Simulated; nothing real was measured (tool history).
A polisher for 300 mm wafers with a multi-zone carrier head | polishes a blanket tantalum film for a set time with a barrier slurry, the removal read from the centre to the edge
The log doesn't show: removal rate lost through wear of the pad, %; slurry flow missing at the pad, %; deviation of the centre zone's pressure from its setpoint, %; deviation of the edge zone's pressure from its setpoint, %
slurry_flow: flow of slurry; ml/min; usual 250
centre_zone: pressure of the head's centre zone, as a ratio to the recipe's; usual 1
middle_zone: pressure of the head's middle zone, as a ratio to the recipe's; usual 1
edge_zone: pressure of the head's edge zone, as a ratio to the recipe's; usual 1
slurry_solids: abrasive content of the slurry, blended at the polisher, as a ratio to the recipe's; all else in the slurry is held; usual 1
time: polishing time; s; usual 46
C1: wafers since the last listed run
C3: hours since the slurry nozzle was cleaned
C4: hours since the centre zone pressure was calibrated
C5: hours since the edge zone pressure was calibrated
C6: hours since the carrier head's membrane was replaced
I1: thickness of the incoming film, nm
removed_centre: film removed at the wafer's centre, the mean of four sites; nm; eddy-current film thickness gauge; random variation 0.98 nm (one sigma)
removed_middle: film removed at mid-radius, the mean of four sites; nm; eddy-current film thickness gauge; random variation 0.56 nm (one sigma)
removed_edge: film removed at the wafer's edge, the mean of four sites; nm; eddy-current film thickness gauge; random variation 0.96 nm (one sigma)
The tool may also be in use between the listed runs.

{"run": 1, "day": 0.0, "slurry_flow": 250, "centre_zone": 1, "middle_zone": 1, "edge_zone": 1, "slurry_solids": 1, "time": 46, "C1": 0, "wafers polished on this pad": 293, "C3": 390.8, "C4": 155.5, "C5": 279.9, "C6": 696.9, "I1": 211.2, "removed_centre": 70, "removed_middle": 70, "removed_edge": 66}
{"run": 2, "day": 3.808, "slurry_flow": 250, "centre_zone": 1, "middle_zone": 1, "edge_zone": 1, "slurry_solids": 1, "time": 52, "C1": 726, "wafers polished on this pad": 1019, "C3": 482.2, "C4": 246.9, "C5": 371.3, "C6": 788.3, "I1": 213.1, "removed_centre": 78.5, "removed_middle": 77.8, "removed_edge": 77}
{"day": 6.533, "done": "worn pad replaced by a new one"}
{"run": 3, "day": 8.058, "slurry_flow": 250, "centre_zone": 1, "middle_zone": 1, "edge_zone": 1, "slurry_solids": 1, "time": 52, "C1": 778, "wafers polished on this pad": 290, "C3": 584.2, "C4": 348.9, "C5": 473.3, "C6": 890.3, "I1": 209.2, "removed_centre": 82.6, "removed_middle": 78.8, "removed_edge": 75.6}
{"run": 4, "day": 11.712, "slurry_flow": 250, "centre_zone": 1, "middle_zone": 1, "edge_zone": 1, "slurry_solids": 1, "time": 52, "C1": 697, "wafers polished on this pad": 987, "C3": 671.9, "C4": 436.6, "C5": 561, "C6": 978, "I1": 209.3, "removed_centre": 81.5, "removed_middle": 76.6, "removed_edge": 75.5}
{"day": 13.796, "done": "worn pad replaced by a new one"}
{"day": 15.296, "done": "slurry nozzle cleaned"}
{"run": 5, "day": 15.842, "slurry_flow": 250, "centre_zone": 1, "middle_zone": 1, "edge_zone": 1, "slurry_solids": 1, "time": 46, "C1": 747, "wafers polished on this pad": 382, "C3": 13.1, "C4": 535.7, "C5": 660.1, "C6": 1077.1, "I1": 211.9, "removed_centre": 75.9, "removed_middle": 69.7, "removed_edge": 68.2}
{"day": 16.55, "done": "carrier head's membrane replaced by a new one"}
{"run": 6, "day": 18.05, "slurry_flow": 250, "centre_zone": 1, "middle_zone": 1, "edge_zone": 1, "slurry_solids": 1, "time": 46, "C1": 381, "wafers polished on this pad": 763, "C3": 66.1, "C4": 588.7, "C5": 713.1, "C6": 36, "I1": 208.6, "removed_centre": 76.8, "removed_middle": 70.5, "removed_edge": 67.5}
{"day": 21.104, "done": "worn pad replaced by a new one"}
{"day": 21.296, "done": "centre zone pressure recalibrated"}
{"run": 7, "day": 21.475, "slurry_flow": 250, "centre_zone": 1, "middle_zone": 1, "edge_zone": 1, "slurry_solids": 1, "time": 46, "C1": 605, "wafers polished on this pad": 54, "C3": 148.3, "C4": 4.3, "C5": 795.3, "C6": 118.2, "I1": 209.4, "removed_centre": 68.4, "removed_middle": 70.1, "removed_edge": 66.8}
{"run": 8, "day": 23.479, "slurry_flow": 250, "centre_zone": 1, "middle_zone": 1, "edge_zone": 1, "slurry_solids": 0.75, "time": 54, "C1": 382, "wafers polished on this pad": 437, "C3": 196.4, "C4": 52.4, "C5": 843.4, "C6": 166.3, "I1": 210.8, "removed_centre": 76, "removed_middle": 77, "removed_edge": 75.2}
{"run": 9, "day": 26.042, "slurry_flow": 250, "centre_zone": 1, "middle_zone": 1, "edge_zone": 1, "slurry_solids": 1, "time": 46, "C1": 488, "wafers polished on this pad": 925, "C3": 257.9, "C4": 113.9, "C5": 904.9, "C6": 227.8, "I1": 210.4, "removed_centre": 69.7, "removed_middle": 69.8, "removed_edge": 69.4}
{"day": 27.062, "done": "edge zone pressure recalibrated"}
{"day": 28.667, "done": "worn pad replaced by a new one"}
{"run": 10, "day": 28.858, "slurry_flow": 315, "centre_zone": 1, "middle_zone": 1, "edge_zone": 1, "slurry_solids": 1, "time": 33, "C1": 489, "wafers polished on this pad": 36, "C3": 325.5, "C4": 181.5, "C5": 43.1, "C6": 295.4, "I1": 210.2, "removed_centre": 52.2, "removed_middle": 50.3, "removed_edge": 49.5}
{"run": 11, "day": 30.958, "slurry_flow": 165, "centre_zone": 1, "middle_zone": 1, "edge_zone": 1, "slurry_solids": 1, "time": 46, "C1": 400, "wafers polished on this pad": 437, "C3": 375.9, "C4": 231.9, "C5": 93.5, "C6": 345.8, "I1": 206.7, "removed_centre": 66.7, "removed_middle": 67, "removed_edge": 64.1}
{"run": 12, "day": 35.308, "slurry_flow": 250, "centre_zone": 1, "middle_zone": 0.94, "edge_zone": 1.1, "slurry_solids": 1, "time": 40, "C1": 829, "wafers polished on this pad": 1267, "C3": 480.3, "C4": 336.3, "C5": 197.9, "C6": 450.2, "I1": 211, "removed_centre": 63.8, "removed_middle": 56.1, "removed_edge": 60.3}
{"day": 36.892, "done": "worn pad replaced by a new one"}
{"run": 13, "day": 38.088, "slurry_flow": 190, "centre_zone": 1.03, "middle_zone": 1.1, "edge_zone": 1, "slurry_solids": 1.1, "time": 46, "C1": 498, "wafers polished on this pad": 228, "C3": 547, "C4": 403, "C5": 264.6, "C6": 516.9, "I1": 210.4, "removed_centre": 73.7, "removed_middle": 74.6, "removed_edge": 65.6}
{"run": 14, "day": 42.3, "slurry_flow": 250, "centre_zone": 1, "middle_zone": 1, "edge_zone": 1, "slurry_solids": 1, "time": 46, "C1": 803, "wafers polished on this pad": 1031, "C3": 648.1, "C4": 504.1, "C5": 365.7, "C6": 618, "I1": 213.7, "removed_centre": 71.6, "removed_middle": 67.5, "removed_edge": 65.6}

4 ways to go on from here, each from the tool as it stands after run 14. What would each give?
{"run": "A", "day": 42.317, "slurry_flow": 330, "centre_zone": 1, "middle_zone": 1, "edge_zone": 1, "slurry_solids": 1, "time": 46, "C1": 3, "wafers polished on this pad": 1034, "C3": 648.5, "C4": 504.5, "C5": 366.1, "C6": 618.4, "I1": 210.8, "removed_centre": "?", "removed_middle": "?", "removed_edge": "?"}
{"run": "B", "day": 42.317, "slurry_flow": 325, "centre_zone": 1, "middle_zone": 1, "edge_zone": 1, "slurry_solids": 0.85, "time": 57, "C1": 3, "wafers polished on this pad": 1034, "C3": 648.5, "C4": 504.5, "C5": 366.1, "C6": 618.4, "I1": 210.8, "removed_centre": "?", "removed_middle": "?", "removed_edge": "?"}
{"run": "C", "day": 42.317, "slurry_flow": 250, "centre_zone": 1.09, "middle_zone": 1.1, "edge_zone": 1.11, "slurry_solids": 1, "time": 58, "C1": 3, "wafers polished on this pad": 1034, "C3": 648.5, "C4": 504.5, "C5": 366.1, "C6": 618.4, "I1": 210.8, "removed_centre": "?", "removed_middle": "?", "removed_edge": "?"}
{"run": "D", "day": 42.317, "slurry_flow": 310, "centre_zone": 1, "middle_zone": 1, "edge_zone": 1, "slurry_solids": 1, "time": 31, "C1": 3, "wafers polished on this pad": 1034, "C3": 648.5, "C4": 504.5, "C5": 366.1, "C6": 618.4, "I1": 210.8, "removed_centre": "?", "removed_middle": "?", "removed_edge": "?"}

run=A removed_centre=74 removed_middle=70.9 removed_edge=67.2
run=B removed_centre=88.4 removed_middle=84.7 removed_edge=80.3
run=C removed_centre=98.6 removed_middle=94.1 removed_edge=86.3
run=D removed_centre=49.5 removed_middle=47.5 removed_edge=45.1
Without the tool's hidden state the same runs would have given:
run=A removed_centre=69.6 removed_middle=73.3 removed_edge=68.9
run=B removed_centre=83.2 removed_middle=87.7 removed_edge=82.4
run=C removed_centre=93.6 removed_middle=98.1 removed_edge=88.9
run=D removed_centre=46.7 removed_middle=49.2 removed_edge=46.3
